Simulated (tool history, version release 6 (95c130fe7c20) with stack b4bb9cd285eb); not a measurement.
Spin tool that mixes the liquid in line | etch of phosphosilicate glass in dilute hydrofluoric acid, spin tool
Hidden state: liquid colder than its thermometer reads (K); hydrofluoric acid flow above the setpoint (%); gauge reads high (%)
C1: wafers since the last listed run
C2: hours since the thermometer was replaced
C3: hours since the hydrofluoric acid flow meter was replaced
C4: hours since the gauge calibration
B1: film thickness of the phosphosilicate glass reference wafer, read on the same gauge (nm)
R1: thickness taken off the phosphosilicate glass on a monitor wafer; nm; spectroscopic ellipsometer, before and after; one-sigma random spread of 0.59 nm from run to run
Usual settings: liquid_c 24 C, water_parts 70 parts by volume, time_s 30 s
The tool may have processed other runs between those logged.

Run 1, hour 0: usual settings; C1 0; C2 244.4; C3 248.8; C4 531; B1 129.99. Result: R1 67.6 nm.
Run 2, hour 83.8: usual settings; C1 783; C2 328.2; C3 332.6; C4 614.8; B1 129.98. Result: R1 66.95 nm.
Run 3, hour 121.2: usual settings but time_s 40 s; C1 349; C2 365.6; C3 370; C4 652.2; B1 130.01. Result: R1 91.36 nm.
Run 4, hour 172.6: usual settings; C1 480; C2 417; C3 421.4; C4 703.6; B1 129.98. Result: R1 68.04 nm.
Run 5, hour 248.6: usual settings but water_parts 95 parts by volume; C1 710; C2 493; C3 497.4; C4 779.6; B1 129.99. Result: R1 48.24 nm.
Run 6, hour 320.1: usual settings; C1 668; C2 564.5; C3 568.9; C4 851.1; B1 130. Result: R1 68.72 nm.
Run 7, hour 395.5: usual settings; C1 704; C2 639.9; C3 644.3; C4 926.5; B1 130.01. Result: R1 68.63 nm.
At hour 439.7: hydrofluoric acid flow meter replaced.
Run 8, hour 445.5: usual settings; C1 457; C2 689.9; C3 5.8; C4 976.5; B1 130.02. Result: R1 62.44 nm.
At hour 446.3: gauge calibrated.
Run 9, hour 533.3: usual settings; C1 820; C2 777.7; C3 93.6; C4 87; B1 129.99. Result: R1 63.01 nm.
Run 10, hour 588.5: usual settings; C1 515; C2 832.9; C3 148.8; C4 142.2; B1 129.98. Result: R1 63.19 nm.
Run 11, hour 682.7: usual settings but liquid_c 21.5 C; C1 880; C2 927.1; C3 243; C4 236.4; B1 130.02. Result: R1 56.72 nm.
Run 12, hour 750.5: usual settings but liquid_c 21.5 C; C1 633; C2 994.9; C3 310.8; C4 304.2; B1 129.99. Result: R1 57.98 nm.
Run 13, hour 797.8: usual settings but liquid_c 21.5 C; C1 442; C2 1042.2; C3 358.1; C4 351.5; B1 129.99. Result: R1 57.87 nm.
Run 14, hour 840.7: usual settings but liquid_c 19.5 C; C1 400; C2 1085.1; C3 401; C4 394.4; B1 130.02. Result: R1 53.77 nm.
Run 15, hour 900.8: usual settings but water_parts 105 parts by volume, time_s 25 s; C1 561; C2 1145.2; C3 461.1; C4 454.5; B1 130. Result: R1 34.68 nm.
At hour 1024.8: hydrofluoric acid flow meter replaced.
Run 16, hour 1088.5: usual settings but water_parts 80 parts by volume, time_s 40 s; C1 1744; C2 1332.9; C3 63.7; C4 642.2; B1 130.02. Result: R1 71.52 nm.
Run 17, hour 1135.5: usual settings; C1 439; C2 1379.9; C3 110.7; C4 689.2; B1 130.02. Result: R1 60.81 nm.
At hour 1346.8: thermometer replaced.
Run 18, hour 1378.4: usual settings but liquid_c 21 C, water_parts 105 parts by volume, time_s 25 s; C1 2260; C2 31.6; C3 353.6; C4 932.1; B1 129.99. Result: R1 32.17 nm.
Run 19, hour 1424.5: usual settings but liquid_c 29 C; C1 430; C2 77.7; C3 399.7; C4 978.2; B1 130.02. Result: R1 83.95 nm.
At hour 1516.9: gauge calibrated.
At hour 1621.5: hydrofluoric acid flow meter replaced.
Run 20, hour 1678: usual settings but water_parts 105 parts by volume; C1 2359; C2 331.2; C3 56.5; C4 161.1; B1 130.04. Result: R1 41.24 nm.
Run 21, hour 1724.6: usual settings; C1 435; C2 377.8; C3 103.1; C4 207.7; B1 130.01. Result: R1 65.41 nm.
Run 22, hour 1782.1: usual settings but water_parts 80 parts by volume, time_s 40 s; C1 537; C2 435.3; C3 160.6; C4 265.2; B1 130. Result: R1 76.21 nm.
Run 23, hour 1841.4: usual settings but water_parts 90 parts by volume, time_s 40 s; C1 554; C2 494.6; C3 219.9; C4 324.5; B1 130.01. Result: R1 65.8 nm.
Run 24, hour 1911.5: usual settings but time_s 50 s; C1 655; C2 564.7; C3 290; C4 394.6; B1 130.03. Result: R1 110.82 nm.
Run 25, hour 1961.9: usual settings; C1 470; C2 615.1; C3 340.4; C4 445; B1 130. Result: R1 66.04 nm.
Run 26, hour 2141.1: usual settings but liquid_c 20 C; C1 1674; C2 794.3; C3 519.6; C4 624.2; B1 129.98. Result: R1 57.1 nm.

Exercise: give the hidden state of the tool at every run:
gauge reads high (%): 0, the same for each run
H1: liquid colder than its thermometer reads (K)
H2: hydrofluoric acid flow above the setpoint (%)
run     H1     H2
  1  0.828   4.01
  2  0.955   5.06
  3   1.01   5.53
  4   1.09   6.17
  5    1.2   7.13
  6   1.31   8.02
  7   1.43   8.97
  8    1.5  0.364
  9   1.63   1.46
 10   1.72   2.16
 11   1.86   3.34
 12   1.96   4.19
 13   2.03   4.78
 14    2.1   5.32
 15   2.19   6.07
 16   2.47  0.935
 17   2.54   1.52
 18  0.357   4.57
 19  0.426   5.14
 20  0.809  0.759
 21   0.88   1.34
 22  0.967   2.06
 23   1.06   2.81
 24   1.16   3.68
 25   1.24   4.32
 26   1.51   6.56
